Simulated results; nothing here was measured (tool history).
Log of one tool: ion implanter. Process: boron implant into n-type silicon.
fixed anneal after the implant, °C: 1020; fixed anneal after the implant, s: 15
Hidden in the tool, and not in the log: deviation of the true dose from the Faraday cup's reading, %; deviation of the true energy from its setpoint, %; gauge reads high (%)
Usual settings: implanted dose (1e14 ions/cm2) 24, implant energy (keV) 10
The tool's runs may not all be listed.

run	hour	implanted dose (1e14 ions/cm2)	implant energy (keV)	wafers since the last listed run	hours since the last dose calibration	hours since the extraction supply was calibrated	hours since the gauge calibration	read-back reference wafer on the same gauge, sheet resistance	sheet resistance of the implanted and annealed layer (ohm/square)
1	0	19.84	10	0	851.7	5691.4	228.9	72.82	93.57
2	68.9	19.84	10	1908	920.6	5760.3	297.8	73	93.85
3	104.1	19.84	10	975	955.8	5795.5	333	73.01	94.04
4	153.7	24	10	1374	1005.4	5845.1	382.6	73.09	90.43
5	210.3	24	10	1568	1062	5901.7	439.2	73.17	90.23
6	241.9	24	10	875	1093.6	5933.3	470.8	73.22	90.43
7	289.9	24	10	1329	1141.6	5981.3	518.8	73.18	90.5
8	324.9	24	10	969	1176.6	6016.3	553.8	73.21	90.12
9	365.6	21.33	7.5	1127	1217.3	6057	594.5	73.26	107.42
10	423.5	24	10	1604	1275.2	6114.9	652.4	73.27	90.53
11	480.7	24	12	1584	1332.4	6172.1	709.6	73.29	81.91
12	516.9	24	10	1002	1368.6	6208.3	745.8	73.26	90.48
# hour 538.8: Faraday cup replaced and dose calibrated
13	542.6	31.09	8	490	3.8	6234	771.5	73.26	99.73
14	569.5	24	7.5	745	30.7	6260.9	798.4	73.29	105.95
# hour 577.1: gauge calibrated
# hour 581: extraction supply calibrated
15	614.3	17.7	8.5	1019	75.5	33.3	37.2	72.44	103.68
16	743.8	24	10	3587	205	162.8	166.7	72.81	89.92

The same runs without the tool's hidden state, with the same run-to-run variation:
run	sheet resistance of the implanted and annealed layer (ohm/square)
1	92.75
2	92.87
3	92.99
4	89.34
5	89.07
6	89.23
7	89.26
8	88.85
9	105.88
10	89.2
11	80.68
12	89.1
13	98.21
14	104.32
15	103.4
16	89.14
